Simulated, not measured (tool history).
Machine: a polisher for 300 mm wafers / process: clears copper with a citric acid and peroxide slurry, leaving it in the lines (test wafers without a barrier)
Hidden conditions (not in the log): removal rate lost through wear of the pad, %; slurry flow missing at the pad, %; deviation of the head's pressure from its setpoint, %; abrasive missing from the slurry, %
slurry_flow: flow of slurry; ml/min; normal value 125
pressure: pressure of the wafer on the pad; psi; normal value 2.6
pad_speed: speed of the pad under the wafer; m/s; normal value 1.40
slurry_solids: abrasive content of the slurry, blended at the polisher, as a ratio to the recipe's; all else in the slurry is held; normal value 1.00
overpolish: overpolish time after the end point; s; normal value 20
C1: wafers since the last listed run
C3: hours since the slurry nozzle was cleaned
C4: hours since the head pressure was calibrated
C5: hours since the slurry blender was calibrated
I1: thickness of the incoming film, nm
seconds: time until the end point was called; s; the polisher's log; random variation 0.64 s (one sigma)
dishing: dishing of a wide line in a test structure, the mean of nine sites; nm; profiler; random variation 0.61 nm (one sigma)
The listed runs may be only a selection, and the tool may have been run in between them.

run 1 hour=0.0 | slurry_flow=125 pressure=2.6 pad_speed=1.40 slurry_solids=1.00 overpolish=20 | C1=0 wafers_polished_on_this_pad=208 C3=522.5 C4=1433.7 C5=344.5 | I1=247.4 | seconds=99.5 dishing=30.1
run 2 hour=9.0 | slurry_flow=125 pressure=2.6 pad_speed=1.40 slurry_solids=1.20 overpolish=20 | C1=55 wafers_polished_on_this_pad=264 C3=531.5 C4=1442.7 C5=353.5 | I1=243.2 | seconds=94.1 dishing=30.1
run 3 hour=15.6 | slurry_flow=125 pressure=2.6 pad_speed=1.40 slurry_solids=1.20 overpolish=20 | C1=40 wafers_polished_on_this_pad=304 C3=538.1 C4=1449.3 C5=360.1 | I1=247.6 | seconds=97.2 dishing=29.9
run 4 hour=27.1 | slurry_flow=125 pressure=2.6 pad_speed=1.40 slurry_solids=1.00 overpolish=20 | C1=70 wafers_polished_on_this_pad=375 C3=549.6 C4=1460.8 C5=371.6 | I1=243.6 | seconds=97.4 dishing=28.8
run 5 hour=39.6 | slurry_flow=135 pressure=2.6 pad_speed=1.40 slurry_solids=1.00 overpolish=20 | C1=76 wafers_polished_on_this_pad=452 C3=562.1 C4=1473.3 C5=384.1 | I1=245.0 | seconds=97.9 dishing=30.0
run 6 hour=50.2 | slurry_flow=135 pressure=2.6 pad_speed=1.40 slurry_solids=1.00 overpolish=20 | C1=65 wafers_polished_on_this_pad=517 C3=572.7 C4=1483.9 C5=394.7 | I1=244.2 | seconds=97.7 dishing=29.3
run 7 hour=61.7 | slurry_flow=125 pressure=2.0 pad_speed=1.72 slurry_solids=1.00 overpolish=20 | C1=70 wafers_polished_on_this_pad=588 C3=584.2 C4=1495.4 C5=406.2 | I1=243.9 | seconds=107.8 dishing=26.7
run 8 hour=69.5 | slurry_flow=125 pressure=2.0 pad_speed=1.72 slurry_solids=1.00 overpolish=20 | C1=47 wafers_polished_on_this_pad=636 C3=592.0 C4=1503.2 C5=414.0 | I1=243.3 | seconds=108.7 dishing=25.9
run 9 hour=79.6 | slurry_flow=125 pressure=2.0 pad_speed=1.72 slurry_solids=1.00 overpolish=20 | C1=62 wafers_polished_on_this_pad=698 C3=602.1 C4=1513.3 C5=424.1 | I1=244.0 | seconds=109.6 dishing=27.1
-- hour=85.8 head pressure recalibrated
-- hour=91.9 slurry nozzle cleaned
run 10 hour=94.0 | slurry_flow=125 pressure=2.6 pad_speed=1.40 slurry_solids=1.00 overpolish=20 | C1=70 wafers_polished_on_this_pad=768 C3=2.1 C4=8.2 C5=438.5 | I1=249.2 | seconds=96.5 dishing=30.3
run 11 hour=107.4 | slurry_flow=125 pressure=2.6 pad_speed=1.40 slurry_solids=1.00 overpolish=20 | C1=82 wafers_polished_on_this_pad=851 C3=15.5 C4=21.6 C5=451.9 | I1=245.7 | seconds=97.6 dishing=30.3
run 12 hour=115.9 | slurry_flow=125 pressure=2.0 pad_speed=1.72 slurry_solids=1.00 overpolish=20 | C1=52 wafers_polished_on_this_pad=903 C3=24.0 C4=30.1 C5=460.4 | I1=243.8 | seconds=102.6 dishing=27.0
run 13 hour=131.9 | slurry_flow=145 pressure=2.6 pad_speed=1.40 slurry_solids=1.00 overpolish=14 | C1=98 wafers_polished_on_this_pad=1002 C3=40.0 C4=46.1 C5=476.4 | I1=244.0 | seconds=95.1 dishing=23.0
-- hour=138.9 worn pad replaced by a new one
run 14 hour=149.8 | slurry_flow=150 pressure=3.4 pad_speed=1.40 slurry_solids=0.80 overpolish=16 | C1=85 wafers_polished_on_this_pad=66 C3=57.9 C4=64.0 C5=494.3 | I1=244.7 | seconds=71.3 dishing=32.1
-- hour=160.0 slurry blender recalibrated
run 15 hour=160.5 | slurry_flow=110 pressure=2.6 pad_speed=1.26 slurry_solids=0.75 overpolish=8 | C1=53 wafers_polished_on_this_pad=120 C3=68.6 C4=74.7 C5=0.5 | I1=242.8 | seconds=103.9 dishing=12.9
run 16 hour=172.8 | slurry_flow=125 pressure=2.6 pad_speed=1.20 slurry_solids=1.00 overpolish=20 | C1=75 wafers_polished_on_this_pad=196 C3=80.9 C4=87.0 C5=12.8 | I1=247.1 | seconds=104.6 dishing=28.3
run 17 hour=180.6 | slurry_flow=125 pressure=2.4 pad_speed=1.88 slurry_solids=0.85 overpolish=20 | C1=47 wafers_polished_on_this_pad=244 C3=88.7 C4=94.8 C5=20.6 | I1=248.5 | seconds=81.6 dishing=33.9
run 18 hour=193.9 | slurry_flow=125 pressure=2.6 pad_speed=1.62 slurry_solids=1.20 overpolish=14 | C1=81 wafers_polished_on_this_pad=325 C3=102.0 C4=108.1 C5=33.9 | I1=245.7 | seconds=82.4 dishing=26.1
run 19 hour=207.9 | slurry_flow=125 pressure=2.6 pad_speed=1.40 slurry_solids=1.00 overpolish=20 | C1=86 wafers_polished_on_this_pad=412 C3=116.0 C4=122.1 C5=47.9 | I1=241.9 | seconds=94.6 dishing=30.1
run 20 hour=219.6 | slurry_flow=155 pressure=2.6 pad_speed=1.40 slurry_solids=1.00 overpolish=20 | C1=71 wafers_polished_on_this_pad=484 C3=127.7 C4=133.8 C5=59.6 | I1=240.8 | seconds=90.1 dishing=32.2
run 21 hour=237.6 | slurry_flow=125 pressure=3.0 pad_speed=1.40 slurry_solids=1.00 overpolish=20 | C1=110 wafers_polished_on_this_pad=594 C3=145.7 C4=151.8 C5=77.6 | I1=244.6 | seconds=85.2 dishing=33.1
run 22 hour=246.2 | slurry_flow=125 pressure=2.6 pad_speed=1.40 slurry_solids=1.00 overpolish=20 | C1=52 wafers_polished_on_this_pad=647 C3=154.3 C4=160.4 C5=86.2 | I1=241.8 | seconds=94.5 dishing=29.0

For each run, what was the tool's unlogged condition?
deviation of the head's pressure from its setpoint, %: 0 at every run
abrasive missing from the slurry, %: 0 at every run
H1: removal rate lost through wear of the pad, %
H2: slurry flow missing at the pad, %
run=1 H1=2.54 H2=35.7
run=2 H1=2.98 H2=36.3
run=3 H1=3.31 H2=36.7
run=4 H1=3.87 H2=37.5
run=5 H1=4.49 H2=38.3
run=6 H1=5.01 H2=39
run=7 H1=5.58 H2=39.8
run=8 H1=5.96 H2=40.3
run=9 H1=6.46 H2=41
run=10 H1=7.17 H2=10.4
run=11 H1=7.83 H2=11.3
run=12 H1=8.25 H2=11.8
run=13 H1=9.04 H2=12.9
run=14 H1=1.6 H2=14.1
run=15 H1=2.13 H2=14.8
run=16 H1=2.73 H2=15.6
run=17 H1=3.12 H2=16.1
run=18 H1=3.77 H2=17
run=19 H1=4.46 H2=17.9
run=20 H1=5.04 H2=18.7
run=21 H1=5.93 H2=19.9
run=22 H1=6.35 H2=20.4
